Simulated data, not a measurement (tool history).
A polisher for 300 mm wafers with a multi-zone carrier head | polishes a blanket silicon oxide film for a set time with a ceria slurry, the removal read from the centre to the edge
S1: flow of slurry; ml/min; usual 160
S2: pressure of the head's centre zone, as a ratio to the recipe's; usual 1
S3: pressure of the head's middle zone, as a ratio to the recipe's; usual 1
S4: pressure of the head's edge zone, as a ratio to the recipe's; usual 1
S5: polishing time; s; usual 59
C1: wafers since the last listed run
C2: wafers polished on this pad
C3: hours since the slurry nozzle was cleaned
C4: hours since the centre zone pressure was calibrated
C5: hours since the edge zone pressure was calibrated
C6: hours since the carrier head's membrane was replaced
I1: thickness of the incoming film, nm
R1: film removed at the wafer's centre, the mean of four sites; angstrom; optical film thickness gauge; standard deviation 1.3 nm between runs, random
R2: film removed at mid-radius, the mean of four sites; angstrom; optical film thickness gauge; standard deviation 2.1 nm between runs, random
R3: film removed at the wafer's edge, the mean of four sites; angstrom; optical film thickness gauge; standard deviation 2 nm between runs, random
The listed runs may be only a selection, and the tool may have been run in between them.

run   hour   S1    S2    S3    S4  S5    C1    C2     C3     C4     C5     C6      I1    R1    R2    R3
  1      0  160     1     1  0.91  59     0   637  327.4  113.3  384.9  412.3  1139.2  1998  2026  1915
       8.8  -- slurry nozzle cleaned
  2   69.8  160     1     1  1.09  59   628  1265     61  183.1  454.7  482.1  1126.3  2039  1999  2079
     115.3  -- worn pad replaced by a new one
  3  138.4  140     1     1     1  59   589   211  129.6  251.7  523.3  550.7  1115.2  2001  1973  1979
  4  183.1  160     1     1     1  59   408   619  174.3  296.4    568  595.4  1146.5  2046  1985  2036
  5  249.5  160     1     1     1  59   606  1225  240.7  362.8  634.4  661.8  1120.5  2070  1994  1999
  6  283.7  160     1     1     1  59   312  1537  274.9    397  668.6    696  1111.4  2100  2030  1992
     297.2  -- worn pad replaced by a new one
     325.8  -- slurry nozzle cleaned
  7  330.3  160  1.04     1     1  59   379   293    4.5  443.6  715.2  742.6  1119.9  2169  1981  2036
     365.2  -- edge zone pressure recalibrated
  8  372.5  160  1.04     1     1  59   366   660   46.7  485.8    7.3  784.8  1127.7  2194  2011  2031
  9  442.9  160  1.04     1     1  59   642  1303  117.1  556.2   77.7  855.2  1108.9  2199  2023  2011
     455.2  -- worn pad replaced by a new one
 10  485.7  160  0.94     1  0.91  71   354   278  159.9    599  120.5    898  1135.2  2437  2411  2317
 11  540.1  160     1     1     1  59   496   774  214.3  653.4  174.9  952.4  1131.2  2141  2003  2024
     551.2  -- centre zone pressure recalibrated
       567  -- carrier head's membrane replaced by a new one
     597.5  -- slurry nozzle cleaned
 12  604.4  160     1  0.89     1  59   513  1288    6.9   53.2  239.2   37.4  1124.3  2253  1817  2078
       640  -- worn pad replaced by a new one
 13  651.1  160     1     1  1.07  59   389   101   53.6   99.9  285.9   84.1  1147.1  2283  1999  2071
 14  704.8  160     1     1  1.07  52   490   591  107.3  153.6  339.6  137.8  1126.4  2015  1725  1852
     755.9  -- centre zone pressure recalibrated, repeated, since the last time left the tool worse
     845.3  -- worn pad replaced by a new one
 15  845.8  160     1  0.93     1  67  1232     4  248.3   89.9  480.6  278.8  1129.8  2239  2156  2329
 16  892.9  160  1.04  0.92     1  59   429   434  295.4    137  527.7  325.9  1142.7  2069  1896  2042

Alternative continuations, all from the tool just after run 16; predict every row:
  A  893.3  160  0.92     1   1  59   3  438  295.8  137.4  528.1  326.3  1122.3   ?   ?   ?
  B  893.3  160  1.07     1   1  48   3  438  295.8  137.4  528.1  326.3  1122.3   ?   ?   ?
  C  893.3  210  0.91  1.07   1  66   3  438  295.8  137.4  528.1  326.3  1122.3   ?   ?   ?
  D  893.3  160  1.09     1   1  38   3  438  295.8  137.4  528.1  326.3  1122.3   ?   ?   ?
  E  893.3  190  0.93   0.9   1  59   3  438  295.8  137.4  528.1  326.3  1122.3   ?   ?   ?

run    R1    R2    R3
  A  1857  2036  2003
  B  1759  1655  1630
  C  2154  2515  2309
  D  1419  1310  1290
  E  1935  1916  2047
Without the tool's unlogged condition, the same runs would have read:
run    R1    R2    R3
  A  1847  2036  2003
  B  1750  1655  1630
  C  2143  2515  2309
  D  1411  1310  1290
  E  1925  1916  2047
